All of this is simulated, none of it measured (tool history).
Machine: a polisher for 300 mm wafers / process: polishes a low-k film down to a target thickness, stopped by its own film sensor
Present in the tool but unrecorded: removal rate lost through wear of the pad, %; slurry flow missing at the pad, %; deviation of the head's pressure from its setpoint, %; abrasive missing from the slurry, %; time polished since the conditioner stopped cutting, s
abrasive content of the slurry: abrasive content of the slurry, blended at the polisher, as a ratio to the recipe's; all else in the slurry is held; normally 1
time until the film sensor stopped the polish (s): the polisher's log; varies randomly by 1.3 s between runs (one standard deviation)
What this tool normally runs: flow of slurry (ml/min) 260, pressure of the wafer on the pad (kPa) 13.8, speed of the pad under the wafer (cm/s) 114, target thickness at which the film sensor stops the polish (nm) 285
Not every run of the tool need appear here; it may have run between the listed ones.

run	hour	flow of slurry (ml/min)	pressure of the wafer on the pad (kPa)	speed of the pad under the wafer (cm/s)	abrasive content of the slurry	target thickness at which the film sensor stops the polish (nm)	wafers since the last listed run	wafers polished on this pad	hours since the slurry nozzle was cleaned	hours since the head pressure was calibrated	hours since the slurry blender was calibrated	hours since the conditioning disc was replaced	incoming thickness of the incoming film, nm	time until the film sensor stopped the polish (s)
1	0	260	15.2	114	1	285	0	114	276	399.7	210.9	112	314.3	59.4
2	11.2	260	15.2	114	1	285	66	181	287.2	410.9	222.1	123.2	317.7	65.2
3	28.6	260	15.2	114	1	285	103	284	304.6	428.3	239.5	140.6	317.7	66.2
4	36.2	260	13.8	114	1	285	45	329	312.2	435.9	247.1	148.2	316.3	69
5	49.9	260	13.8	114	1	285	81	411	325.9	449.6	260.8	161.9	319.3	71.7
# hour 61.5: slurry blender recalibrated
6	62.6	260	13.8	114	1	285	63	474	338.6	462.3	1.1	174.6	317.6	68.6
7	79.4	260	13.8	114	1	285	99	574	355.4	479.1	17.9	191.4	322	79.9
# hour 89.9: worn pad replaced by a new one
8	90.4	260	13.8	114	1	285	41	2	366.4	490.1	28.9	202.4	315	64.7
# hour 94.5: head pressure recalibrated
9	102.8	290	13.8	114	1	285	61	64	378.8	8.3	41.3	214.8	319.3	75.1
10	119.9	295	13.8	114	1	285	101	166	395.9	25.4	58.4	231.9	323.9	85.8
11	128.6	260	13.8	114	1.2	285	51	217	404.6	34.1	67.1	240.6	321.8	75.5
12	138.8	260	13.8	114	1.3	292	60	278	414.8	44.3	77.3	250.8	324.4	65.9
13	151.6	300	13.8	114	0.75	285	76	354	427.6	57.1	90.1	263.6	317.3	81.1
# hour 156.5: slurry nozzle cleaned
14	157.9	260	13.8	114	1	285	31	385	1.4	63.4	96.4	269.9	323.2	85.9
15	167.6	260	13.8	114	1	285	57	443	11.1	73.1	106.1	279.6	316.9	74
# hour 183.1: head pressure recalibrated, repeated, since the last time left the tool worse
16	183.6	260	13.8	114	0.75	285	83	526	27.1	0.5	122.1	295.6	323.9	88.7
17	189.8	260	13.8	114	1.2	285	36	563	33.3	6.7	128.3	301.8	323.7	71.4
# hour 194.3: conditioning disc replaced and pad reconditioned
# hour 200.7: worn pad replaced by a new one
18	207.5	325	9.7	138	0.75	285	69	40	51	24.4	146	13.2	321.2	86.2
19	221.6	260	12.4	114	1	285	83	124	65.1	38.5	160.1	27.3	322.3	78.1
20	236.6	260	13.8	114	1	285	89	213	80.1	53.5	175.1	42.3	323.7	79.5
21	243.8	310	13.8	144	0.75	276	42	255	87.3	60.7	182.3	49.5	324.8	94
# hour 287.7: worn pad replaced by a new one
22	291	260	16.5	92	1.25	290	256	19	134.5	107.9	229.5	96.7	319	57.6
23	303.5	260	13.8	114	1	277	74	93	147	120.4	242	109.2	319.9	87.4
24	316.9	285	13.8	114	1	288	79	173	160.4	133.8	255.4	122.6	322.3	69.7
25	333.5	260	13.8	100	0.9	280	98	272	177	150.4	272	139.2	324.5	105.4
26	344.4	260	17.9	114	1.3	279	64	336	187.9	161.3	282.9	150.1	316.7	59.3

Each row is a separate what-if for the run after 26, all from the same tool condition, not one after another. Results?
A	344.8	260	13.8	114	1	273	2	339	188.3	161.7	283.3	150.5	320.1	?
B	344.8	260	9.7	154	1.25	285	2	339	188.3	161.7	283.3	150.5	320.1	?
C	344.8	260	13.8	114	1.3	285	2	339	188.3	161.7	283.3	150.5	320.1	?
D	344.8	260	13.8	114	1	292	2	339	188.3	161.7	283.3	150.5	320.1	?

run	time until the film sensor stopped the polish (s)
A	96.8
B	63.7
C	64.7
D	57.7
Had the tool no hidden state, the same runs would have come out as:
run	time until the film sensor stopped the polish (s)
A	94.4
B	62.2
C	63.2
D	56.3
